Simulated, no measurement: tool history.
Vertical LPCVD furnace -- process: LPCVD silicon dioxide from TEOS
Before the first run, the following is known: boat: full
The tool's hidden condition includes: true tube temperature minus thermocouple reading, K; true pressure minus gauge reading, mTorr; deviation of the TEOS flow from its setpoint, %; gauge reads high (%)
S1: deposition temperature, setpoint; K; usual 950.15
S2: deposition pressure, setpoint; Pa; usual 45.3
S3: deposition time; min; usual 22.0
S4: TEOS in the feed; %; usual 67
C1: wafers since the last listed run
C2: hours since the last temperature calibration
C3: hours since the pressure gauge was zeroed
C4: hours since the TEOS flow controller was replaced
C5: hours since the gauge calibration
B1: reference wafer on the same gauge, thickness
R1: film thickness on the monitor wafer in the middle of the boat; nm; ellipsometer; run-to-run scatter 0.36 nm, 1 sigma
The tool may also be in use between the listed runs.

{"run": 1, "day": 0.0, "S1": 950.15, "S2": 45.3, "S3": 22.0, "S4": 73, "C1": 0, "C2": 24.7, "C3": 2064.6, "C4": 2403.8, "C5": 1778.9, "B1": 107.03, "R1": 95.43}
{"day": 2.129, "done": "pressure gauge zeroed"}
{"run": 2, "day": 4.329, "S1": 950.15, "S2": 42.7, "S3": 22.0, "S4": 67, "C1": 991, "C2": 128.6, "C3": 52.8, "C4": 2507.7, "C5": 1882.8, "B1": 107.11, "R1": 89.78}
{"run": 3, "day": 7.508, "S1": 950.15, "S2": 42.7, "S3": 22.0, "S4": 67, "C1": 946, "C2": 204.9, "C3": 129.1, "C4": 2584.0, "C5": 1959.1, "B1": 107.07, "R1": 89.26}
{"day": 9.029, "done": "TEOS flow controller replaced"}
{"run": 4, "day": 11.104, "S1": 950.15, "S2": 45.3, "S3": 22.0, "S4": 67, "C1": 772, "C2": 291.2, "C3": 215.4, "C4": 49.8, "C5": 2045.4, "B1": 107.06, "R1": 91.54}
{"run": 5, "day": 13.429, "S1": 950.15, "S2": 45.3, "S3": 22.0, "S4": 67, "C1": 692, "C2": 347.0, "C3": 271.2, "C4": 105.6, "C5": 2101.2, "B1": 107.11, "R1": 91.99}
{"run": 6, "day": 16.65, "S1": 950.15, "S2": 45.3, "S3": 22.0, "S4": 67, "C1": 958, "C2": 424.3, "C3": 348.5, "C4": 182.9, "C5": 2178.5, "B1": 107.13, "R1": 91.62}
{"run": 7, "day": 18.579, "S1": 950.15, "S2": 45.3, "S3": 22.0, "S4": 67, "C1": 574, "C2": 470.6, "C3": 394.8, "C4": 229.2, "C5": 2224.8, "B1": 107.05, "R1": 91.44}
{"run": 8, "day": 22.508, "S1": 950.15, "S2": 37.3, "S3": 22.0, "S4": 67, "C1": 1169, "C2": 564.9, "C3": 489.1, "C4": 323.5, "C5": 2319.1, "B1": 107.0, "R1": 83.35}
{"run": 9, "day": 26.308, "S1": 950.15, "S2": 45.3, "S3": 22.0, "S4": 67, "C1": 1131, "C2": 656.1, "C3": 580.3, "C4": 414.7, "C5": 2410.3, "B1": 107.03, "R1": 91.32}
{"run": 10, "day": 29.371, "S1": 950.15, "S2": 45.3, "S3": 22.0, "S4": 67, "C1": 911, "C2": 729.6, "C3": 653.8, "C4": 488.2, "C5": 2483.8, "B1": 107.15, "R1": 91.64}
{"run": 11, "day": 31.692, "S1": 957.15, "S2": 45.3, "S3": 29.0, "S4": 67, "C1": 690, "C2": 785.3, "C3": 709.5, "C4": 543.9, "C5": 2539.5, "B1": 107.06, "R1": 142.65}
{"run": 12, "day": 34.375, "S1": 939.15, "S2": 45.3, "S3": 22.0, "S4": 67, "C1": 798, "C2": 849.7, "C3": 773.9, "C4": 608.3, "C5": 2603.9, "B1": 107.09, "R1": 70.06}
{"run": 13, "day": 37.5, "S1": 950.15, "S2": 45.3, "S3": 22.0, "S4": 76, "C1": 930, "C2": 924.7, "C3": 848.9, "C4": 683.3, "C5": 2678.9, "B1": 107.13, "R1": 97.65}
{"day": 40.612, "done": "gauge calibrated"}
{"run": 14, "day": 40.942, "S1": 950.15, "S2": 45.3, "S3": 22.0, "S4": 77, "C1": 1024, "C2": 1007.3, "C3": 931.5, "C4": 765.9, "C5": 7.9, "B1": 107.11, "R1": 98.19}
{"run": 15, "day": 45.362, "S1": 950.15, "S2": 45.3, "S3": 28.5, "S4": 54, "C1": 1316, "C2": 1113.4, "C3": 1037.6, "C4": 872.0, "C5": 114.0, "B1": 107.13, "R1": 107.34}
{"run": 16, "day": 47.7, "S1": 950.15, "S2": 45.3, "S3": 22.0, "S4": 67, "C1": 695, "C2": 1169.5, "C3": 1093.7, "C4": 928.1, "C5": 170.1, "B1": 107.09, "R1": 91.74}
{"run": 17, "day": 57.971, "S1": 950.15, "S2": 45.3, "S3": 22.0, "S4": 67, "C1": 3057, "C2": 1416.0, "C3": 1340.2, "C4": 1174.6, "C5": 416.6, "B1": 107.1, "R1": 92.35}
{"run": 18, "day": 59.629, "S1": 950.15, "S2": 45.3, "S3": 22.0, "S4": 55, "C1": 493, "C2": 1455.8, "C3": 1380.0, "C4": 1214.4, "C5": 456.4, "B1": 107.22, "R1": 83.14}
{"run": 19, "day": 62.55, "S1": 950.15, "S2": 45.3, "S3": 22.0, "S4": 67, "C1": 869, "C2": 1525.9, "C3": 1450.1, "C4": 1284.5, "C5": 526.5, "B1": 107.13, "R1": 91.25}
{"run": 20, "day": 65.121, "S1": 950.15, "S2": 36.7, "S3": 18.0, "S4": 71, "C1": 765, "C2": 1587.6, "C3": 1511.8, "C4": 1346.2, "C5": 588.2, "B1": 107.12, "R1": 69.47}
{"run": 21, "day": 67.296, "S1": 950.15, "S2": 45.3, "S3": 28.5, "S4": 67, "C1": 647, "C2": 1639.8, "C3": 1564.0, "C4": 1398.4, "C5": 640.4, "B1": 107.13, "R1": 119.16}
{"run": 22, "day": 69.146, "S1": 950.15, "S2": 45.3, "S3": 28.5, "S4": 67, "C1": 550, "C2": 1684.2, "C3": 1608.4, "C4": 1442.8, "C5": 684.8, "B1": 107.05, "R1": 119.54}
{"run": 23, "day": 71.229, "S1": 950.15, "S2": 35.3, "S3": 22.0, "S4": 59, "C1": 620, "C2": 1734.2, "C3": 1658.4, "C4": 1492.8, "C5": 734.8, "B1": 107.1, "R1": 75.91}
{"run": 24, "day": 73.221, "S1": 950.15, "S2": 48.0, "S3": 22.0, "S4": 67, "C1": 592, "C2": 1782.0, "C3": 1706.2, "C4": 1540.6, "C5": 782.6, "B1": 107.13, "R1": 94.17}
{"run": 25, "day": 75.488, "S1": 950.15, "S2": 45.3, "S3": 15.5, "S4": 79, "C1": 674, "C2": 1836.4, "C3": 1760.6, "C4": 1595.0, "C5": 837.0, "B1": 107.09, "R1": 70.09}
{"run": 26, "day": 77.183, "S1": 950.15, "S2": 40.7, "S3": 22.0, "S4": 67, "C1": 504, "C2": 1877.1, "C3": 1801.3, "C4": 1635.7, "C5": 877.7, "B1": 107.09, "R1": 87.29}
{"run": 27, "day": 79.738, "S1": 950.15, "S2": 45.3, "S3": 22.0, "S4": 67, "C1": 760, "C2": 1938.4, "C3": 1862.6, "C4": 1697.0, "C5": 939.0, "B1": 107.13, "R1": 91.54}
{"run": 28, "day": 82.204, "S1": 950.15, "S2": 45.3, "S3": 22.0, "S4": 67, "C1": 734, "C2": 1997.6, "C3": 1921.8, "C4": 1756.2, "C5": 998.2, "B1": 107.13, "R1": 91.6}
{"run": 29, "day": 85.454, "S1": 957.15, "S2": 35.3, "S3": 30.0, "S4": 70, "C1": 967, "C2": 2075.6, "C3": 1999.8, "C4": 1834.2, "C5": 1076.2, "B1": 107.08, "R1": 133.6}
{"day": 87.108, "done": "pressure gauge zeroed"}
{"run": 30, "day": 95.25, "S1": 950.15, "S2": 45.3, "S3": 22.0, "S4": 67, "C1": 2618, "C2": 2310.7, "C3": 195.4, "C4": 2069.3, "C5": 1311.3, "B1": 107.05, "R1": 91.76}
{"run": 31, "day": 97.675, "S1": 957.15, "S2": 35.3, "S3": 26.5, "S4": 72, "C1": 721, "C2": 2368.9, "C3": 253.6, "C4": 2127.5, "C5": 1369.5, "B1": 107.1, "R1": 119.99}

Describe how what the log doesn't record of the tool's condition differs between the last listed run preceding each entry between runs and the first listed run following it.
Run 1 -> run 2: pressure gauge zeroed (day 2.129)
  no difference in the tool's unlogged condition between these two runs
Run 3 -> run 4: TEOS flow controller replaced (day 9.029)
  no difference in the tool's unlogged condition between these two runs
Run 13 -> run 14: gauge calibrated (day 40.612)
  no difference in the tool's unlogged condition between these two runs
Run 29 -> run 30: pressure gauge zeroed (day 87.108)
  no difference in the tool's unlogged condition between these two runs

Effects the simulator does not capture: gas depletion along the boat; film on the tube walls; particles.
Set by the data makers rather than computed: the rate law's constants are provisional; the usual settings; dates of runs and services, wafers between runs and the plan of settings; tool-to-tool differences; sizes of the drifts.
